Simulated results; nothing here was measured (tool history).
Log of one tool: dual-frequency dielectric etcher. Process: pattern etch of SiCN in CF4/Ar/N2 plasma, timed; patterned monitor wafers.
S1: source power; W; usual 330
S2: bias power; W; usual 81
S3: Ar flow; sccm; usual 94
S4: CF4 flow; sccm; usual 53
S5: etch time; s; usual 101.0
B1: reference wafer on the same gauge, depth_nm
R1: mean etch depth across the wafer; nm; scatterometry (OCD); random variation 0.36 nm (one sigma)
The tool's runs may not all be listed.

{"run": 1, "hour": 0.0, "S1": 330, "S2": 81, "S3": 94, "S4": 53, "S5": 101.0, "B1": 66.4, "R1": 67.9}
{"hour": 36.3, "done": "bias power generator calibrated"}
{"hour": 75.0, "done": "source power generator calibrated"}
{"run": 2, "hour": 75.5, "S1": 330, "S2": 81, "S3": 94, "S4": 53, "S5": 101.0, "B1": 66.5, "R1": 66.6}
{"run": 3, "hour": 114.0, "S1": 330, "S2": 81, "S3": 94, "S4": 53, "S5": 101.0, "B1": 66.4, "R1": 66.0}
{"hour": 120.0, "done": "Ar flow controller replaced"}
{"hour": 166.8, "done": "wet clean of the chamber"}
{"run": 4, "hour": 167.3, "S1": 330, "S2": 81, "S3": 94, "S4": 53, "S5": 101.0, "B1": 66.5, "R1": 66.2}
{"run": 5, "hour": 189.9, "S1": 330, "S2": 81, "S3": 94, "S4": 53, "S5": 101.0, "B1": 66.4, "R1": 66.1}
{"hour": 214.3, "done": "upper electrode replaced"}
{"run": 6, "hour": 230.5, "S1": 330, "S2": 81, "S3": 94, "S4": 53, "S5": 108.5, "B1": 66.6, "R1": 71.2}
{"run": 7, "hour": 276.1, "S1": 330, "S2": 81, "S3": 94, "S4": 53, "S5": 101.0, "B1": 66.6, "R1": 66.9}
{"run": 8, "hour": 337.6, "S1": 330, "S2": 66, "S3": 94, "S4": 53, "S5": 101.0, "B1": 66.5, "R1": 63.1}
{"hour": 343.2, "done": "gauge calibrated"}
{"run": 9, "hour": 399.1, "S1": 330, "S2": 81, "S3": 94, "S4": 53, "S5": 101.0, "B1": 66.5, "R1": 66.7}
{"run": 10, "hour": 463.0, "S1": 330, "S2": 81, "S3": 94, "S4": 53, "S5": 101.0, "B1": 66.6, "R1": 66.6}
{"hour": 615.7, "done": "wet clean of the chamber"}
{"run": 11, "hour": 658.1, "S1": 260, "S2": 81, "S3": 117, "S4": 53, "S5": 101.0, "B1": 66.6, "R1": 55.6}
{"hour": 703.2, "done": "CF4 flow controller replaced"}
{"run": 12, "hour": 708.8, "S1": 290, "S2": 81, "S3": 94, "S4": 53, "S5": 101.0, "B1": 66.4, "R1": 61.9}
{"run": 13, "hour": 750.6, "S1": 330, "S2": 81, "S3": 83, "S4": 53, "S5": 113.5, "B1": 66.5, "R1": 77.1}
{"run": 14, "hour": 787.0, "S1": 330, "S2": 91, "S3": 94, "S4": 53, "S5": 126.0, "B1": 66.6, "R1": 86.4}
{"run": 15, "hour": 819.5, "S1": 330, "S2": 81, "S3": 94, "S4": 53, "S5": 101.0, "B1": 66.4, "R1": 67.3}
{"run": 16, "hour": 857.2, "S1": 330, "S2": 64, "S3": 113, "S4": 53, "S5": 101.0, "B1": 66.5, "R1": 62.3}
{"run": 17, "hour": 891.4, "S1": 330, "S2": 73, "S3": 106, "S4": 53, "S5": 119.5, "B1": 66.5, "R1": 76.6}
{"run": 18, "hour": 960.1, "S1": 330, "S2": 81, "S3": 94, "S4": 53, "S5": 101.0, "B1": 66.6, "R1": 67.2}
{"run": 19, "hour": 988.9, "S1": 330, "S2": 81, "S3": 72, "S4": 53, "S5": 101.0, "B1": 66.6, "R1": 70.5}
{"hour": 1019.6, "done": "wet clean of the chamber"}
{"run": 20, "hour": 1058.5, "S1": 330, "S2": 74, "S3": 107, "S4": 41, "S5": 101.0, "B1": 66.5, "R1": 60.8}

5 ways to go on from here, each from the tool as it stands after run 20. What would each give?
{"run": "A", "hour": 1058.9, "S1": 330, "S2": 81, "S3": 94, "S4": 53, "S5": 101.0, "B1": "?", "R1": "?"}
{"run": "B", "hour": 1058.9, "S1": 410, "S2": 96, "S3": 94, "S4": 57, "S5": 121.0, "B1": "?", "R1": "?"}
{"run": "C", "hour": 1058.9, "S1": 300, "S2": 71, "S3": 94, "S4": 53, "S5": 122.5, "B1": "?", "R1": "?"}
{"run": "D", "hour": 1058.9, "S1": 330, "S2": 81, "S3": 81, "S4": 53, "S5": 101.0, "B1": "?", "R1": "?"}
{"run": "E", "hour": 1058.9, "S1": 300, "S2": 81, "S3": 94, "S4": 63, "S5": 101.0, "B1": "?", "R1": "?"}

run=A B1=66.6 R1=67.5
run=B B1=66.6 R1=99.3
run=C B1=66.6 R1=74.6
run=D B1=66.6 R1=68.9
run=E B1=66.6 R1=65.7
Without the tool's hidden state the same runs would have given:
run=A R1=66.1
run=B R1=97.2
run=C R1=73.1
run=D R1=67.5
run=E R1=64.3

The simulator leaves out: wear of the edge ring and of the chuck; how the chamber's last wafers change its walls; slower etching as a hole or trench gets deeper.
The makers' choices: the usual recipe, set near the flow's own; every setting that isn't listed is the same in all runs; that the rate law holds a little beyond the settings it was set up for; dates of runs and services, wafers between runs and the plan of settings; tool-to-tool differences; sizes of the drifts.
